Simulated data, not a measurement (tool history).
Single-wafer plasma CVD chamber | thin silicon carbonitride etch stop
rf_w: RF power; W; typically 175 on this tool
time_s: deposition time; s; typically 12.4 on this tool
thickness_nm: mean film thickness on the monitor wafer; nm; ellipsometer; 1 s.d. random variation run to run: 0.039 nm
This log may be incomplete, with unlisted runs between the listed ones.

| run | hour | rf_w | time_s | wafers since the last listed run | hours since the last thermocouple change | hours since the last RF generator calibration | hours since the showerhead was replaced | hours since the gauge calibration | read-back reference wafer on the same gauge, thickness_nm | thickness_nm |
|---|---|---|---|---|---|---|---|---|---|---|
| 1 | 0.0 | 175 | 12.4 | 0 | 1567.1 | 863.2 | 5214.3 | 849.0 | 8.179 | 7.307 |
| 2 | 20.8 | 175 | 12.4 | 412 | 1587.9 | 884.0 | 5235.1 | 869.8 | 8.200 | 7.272 |
| 3 | 36.8 | 175 | 12.4 | 317 | 1603.9 | 900.0 | 5251.1 | 885.8 | 8.184 | 7.202 |
|  | 80.3 | gauge calibrated |
| 4 | 110.5 | 175 | 12.4 | 1460 | 1677.6 | 973.7 | 5324.8 | 30.2 | 8.191 | 7.215 |
| 5 | 138.6 | 175 | 12.4 | 556 | 1705.7 | 1001.8 | 5352.9 | 58.3 | 8.179 | 7.229 |
| 6 | 171.0 | 160 | 13.8 | 642 | 1738.1 | 1034.2 | 5385.3 | 90.7 | 8.174 | 7.815 |
| 7 | 197.9 | 160 | 13.8 | 533 | 1765.0 | 1061.1 | 5412.2 | 117.6 | 8.189 | 7.832 |
| 8 | 212.7 | 160 | 13.8 | 293 | 1779.8 | 1075.9 | 5427.0 | 132.4 | 8.193 | 7.912 |
| 9 | 228.2 | 175 | 12.4 | 307 | 1795.3 | 1091.4 | 5442.5 | 147.9 | 8.187 | 7.193 |
| 10 | 293.2 | 175 | 12.4 | 1287 | 1860.3 | 1156.4 | 5507.5 | 212.9 | 8.198 | 7.193 |
| 11 | 314.4 | 175 | 12.4 | 420 | 1881.5 | 1177.6 | 5528.7 | 234.1 | 8.186 | 7.286 |
| 12 | 332.6 | 175 | 12.4 | 360 | 1899.7 | 1195.8 | 5546.9 | 252.3 | 8.180 | 7.165 |
| 13 | 345.7 | 140 | 11.1 | 259 | 1912.8 | 1208.9 | 5560.0 | 265.4 | 8.162 | 6.096 |
| 14 | 365.0 | 160 | 13.2 | 382 | 1932.1 | 1228.2 | 5579.3 | 284.7 | 8.202 | 7.509 |
| 15 | 381.7 | 175 | 12.4 | 330 | 1948.8 | 1244.9 | 5596.0 | 301.4 | 8.189 | 7.236 |
|  | 420.7 | thermocouple changed; heater temperature recalibrated |
| 16 | 421.2 | 150 | 11.1 | 624 | 0.5 | 1284.4 | 5635.5 | 340.9 | 8.204 | 6.204 |
| 17 | 431.3 | 175 | 13.6 | 200 | 10.6 | 1294.5 | 5645.6 | 351.0 | 8.198 | 7.987 |
| 18 | 450.8 | 160 | 14.5 | 386 | 30.1 | 1314.0 | 5665.1 | 370.5 | 8.190 | 8.262 |
| 19 | 483.1 | 175 | 12.4 | 640 | 62.4 | 1346.3 | 5697.4 | 402.8 | 8.194 | 7.181 |
| 20 | 508.1 | 175 | 12.4 | 495 | 87.4 | 1371.3 | 5722.4 | 427.8 | 8.200 | 7.307 |
| 21 | 532.2 | 185 | 12.4 | 477 | 111.5 | 1395.4 | 5746.5 | 451.9 | 8.197 | 7.346 |
|  | 549.9 | RF generator calibrated |
| 22 | 550.6 | 175 | 12.4 | 206 | 129.9 | 0.7 | 5764.9 | 470.3 | 8.189 | 7.281 |
| 23 | 578.0 | 155 | 10.7 | 542 | 157.3 | 28.1 | 5792.3 | 497.7 | 8.197 | 5.995 |
| 24 | 596.0 | 160 | 13.8 | 356 | 175.3 | 46.1 | 5810.3 | 515.7 | 8.186 | 7.864 |
| 25 | 623.2 | 205 | 14.7 | 538 | 202.5 | 73.3 | 5837.5 | 542.9 | 8.192 | 8.978 |
|  | 635.4 | showerhead replaced |
| 26 | 635.9 | 190 | 11.1 | 93 | 215.2 | 86.0 | 0.5 | 555.6 | 8.182 | 6.629 |
| 27 | 648.6 | 175 | 13.0 | 251 | 227.9 | 98.7 | 13.2 | 568.3 | 8.183 | 7.643 |
| 28 | 676.9 | 150 | 12.4 | 560 | 256.2 | 127.0 | 41.5 | 596.6 | 8.202 | 6.901 |
| 29 | 690.8 | 205 | 14.5 | 275 | 270.1 | 140.9 | 55.4 | 610.5 | 8.195 | 8.871 |
| 30 | 726.0 | 175 | 14.5 | 697 | 305.3 | 176.1 | 90.6 | 645.7 | 8.190 | 8.516 |
| 31 | 756.8 | 185 | 11.4 | 610 | 336.1 | 206.9 | 121.4 | 676.5 | 8.195 | 6.737 |
| 32 | 787.9 | 175 | 12.4 | 616 | 367.2 | 238.0 | 152.5 | 707.6 | 8.185 | 7.242 |
| 33 | 802.8 | 175 | 12.4 | 295 | 382.1 | 252.9 | 167.4 | 722.5 | 8.208 | 7.259 |
| 34 | 819.7 | 160 | 13.9 | 334 | 399.0 | 269.8 | 184.3 | 739.4 | 8.179 | 7.944 |
| 35 | 852.1 | 155 | 13.4 | 642 | 431.4 | 302.2 | 216.7 | 771.8 | 8.196 | 7.537 |
| 36 | 865.3 | 140 | 10.3 | 261 | 444.6 | 315.4 | 229.9 | 785.0 | 8.174 | 5.607 |
| 37 | 893.0 | 175 | 12.4 | 548 | 472.3 | 343.1 | 257.6 | 812.7 | 8.193 | 7.227 |

Give the tool's hidden conditions for every run:
wafer temperature above the value expected at the setpoint (K): 0 in every run
delivered RF power above the setpoint (%): 0 in every run
gauge reads high (%): 0 in every run

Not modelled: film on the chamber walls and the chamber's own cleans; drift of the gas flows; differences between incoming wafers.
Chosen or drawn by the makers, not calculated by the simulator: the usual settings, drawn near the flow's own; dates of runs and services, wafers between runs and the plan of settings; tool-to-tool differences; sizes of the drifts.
